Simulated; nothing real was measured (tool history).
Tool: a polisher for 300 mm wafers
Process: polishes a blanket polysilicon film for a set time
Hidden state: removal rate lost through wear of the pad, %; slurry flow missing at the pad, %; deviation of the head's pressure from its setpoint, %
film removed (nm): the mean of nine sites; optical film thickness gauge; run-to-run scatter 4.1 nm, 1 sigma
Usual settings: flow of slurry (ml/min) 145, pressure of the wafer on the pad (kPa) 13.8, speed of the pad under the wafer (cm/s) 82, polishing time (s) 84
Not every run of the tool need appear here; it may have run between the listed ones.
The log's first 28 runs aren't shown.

run,hour,flow of slurry (ml/min),pressure of the wafer on the pad (kPa),speed of the pad under the wafer (cm/s),polishing time (s),wafers since the last listed run,wafers polished on this pad,hours since the slurry nozzle was cleaned,hours since the head pressure was calibrated,"incoming thickness of the incoming film, nm",film removed (nm)
29,738.5,145,13.8,70,69,254,492,171.6,98.1,1332.4,274.3
30,773.3,145,13.8,106,84,344,837,206.4,132.9,1347.2,494.6
31,804.4,145,13.8,82,84,308,1145,237.5,164.0,1329.2,389.3
32,823.2,145,13.8,82,96,186,1331,256.3,182.8,1346.9,438.9
33,840.9,145,11.7,82,108,175,1506,274.0,200.5,1354.8,412.7
# hour 862.7: worn pad replaced by a new one
34,869.0,120,13.8,82,84,238,62,302.1,228.6,1346.3,403.1
35,903.6,110,18.6,82,94,342,405,336.7,263.2,1351.4,579.1
36,939.5,120,13.8,82,84,355,761,372.6,299.1,1358.8,390.8
37,954.0,145,13.8,82,84,143,904,387.1,313.6,1330.4,395.3
38,968.2,105,13.8,68,56,140,1045,401.3,327.8,1332.9,205.6

Here are 3 independent what-if runs from the current tool condition. What would each one return?
A,968.7,145,13.8,82,84,4,1050,401.8,328.3,1346.5,?
B,968.7,180,13.8,106,84,4,1050,401.8,328.3,1346.5,?
C,968.7,110,13.8,82,84,4,1050,401.8,328.3,1346.5,?

run,film removed (nm)
A,393.0
B,525.5
C,372.7
With no hidden state in the tool, these same runs would have given:
run,film removed (nm)
A,415.9
B,556.0
C,394.4
